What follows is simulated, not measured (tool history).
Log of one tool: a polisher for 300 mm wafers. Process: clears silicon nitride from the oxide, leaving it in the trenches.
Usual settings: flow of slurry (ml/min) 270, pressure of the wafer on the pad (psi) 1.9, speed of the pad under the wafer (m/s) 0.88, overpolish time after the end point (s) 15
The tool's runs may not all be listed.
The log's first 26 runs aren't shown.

run      day  flow of slurry (ml/min)  pressure of the wafer on the pad (psi)  speed of the pad under the wafer (m/s)  overpolish time after the end point (s)  wafers since the last listed run  wafers polished on this pad  hours since the slurry nozzle was cleaned  hours since the head pressure was calibrated  incoming thickness of the incoming film, nm  time until the end point was called (s)
 27   81.371                      300                                     1.4                                    0.76                                        8                               490                         2648                                      559.1                                         481.6                                         59.1                                    168.2
      81.921  -- worn pad replaced by a new one
 28   84.392                      235                                     1.9                                    0.88                                       11                               325                          282                                      631.6                                         554.1                                         60.6                                    118.6
      85.442  -- slurry nozzle cleaned
 29   87.971                      335                                     2.1                                    0.64                                       18                               403                          685                                       60.7                                           640                                         58.8                                    144.9
 30   90.538                      270                                     1.3                                    1.02                                       18                               292                          978                                      122.3                                         701.6                                         60.1                                    131.2
 31     92.2                      200                                     1.9                                    0.64                                       19                               189                         1168                                      162.2                                         741.5                                         60.3                                    166.4
 32   95.012                      310                                     1.9                                    0.88                                       23                               320                         1489                                      229.7                                           809                                         60.3                                    115.2
 33   97.075                      225                                     1.9                                    0.88                                       15                               235                         1724                                      279.2                                         858.5                                         60.4                                    120.6
 34   99.204                      325                                     1.3                                     0.8                                        9                               242                         1967                                      330.3                                         909.6                                         60.8                                    165.3
     103.071  -- head pressure recalibrated
 35  106.638                      270                                     1.6                                    0.88                                       23                               838                         2805                                      508.7                                          85.6                                         60.5                                    133.1
      110.25  -- worn pad replaced by a new one
 36  110.271                      270                                     1.9                                    0.88                                        9                               395                            2                                      595.9                                         172.8                                         59.2                                    115.1
     110.658  -- slurry nozzle cleaned
 37  112.921                      325                                     2.5                                    0.78                                       10                               297                          300                                       54.3                                         236.4                                         60.1                                    103.2

Forecast each of these 3 alternatives for the next run:
  A  112.942                      270                                     1.9                                    0.88                                       19                                 2                          302                                       54.8                                         236.9                                         60.6                                        ?
  B  112.942                      210                                     1.9                                    0.88                                       15                                 2                          302                                       54.8                                         236.9                                         60.6                                        ?
  C  112.942                      310                                     1.9                                    0.88                                       15                                 2                          302                                       54.8                                         236.9                                         60.6                                        ?

run  time until the end point was called (s)
  A                                    118.8
  B                                    122.7
  C                                    117.2
Without the tool's hidden state the same runs would have given:
run  time until the end point was called (s)
  A                                    118.8
  B                                    122.7
  C                                    117.2

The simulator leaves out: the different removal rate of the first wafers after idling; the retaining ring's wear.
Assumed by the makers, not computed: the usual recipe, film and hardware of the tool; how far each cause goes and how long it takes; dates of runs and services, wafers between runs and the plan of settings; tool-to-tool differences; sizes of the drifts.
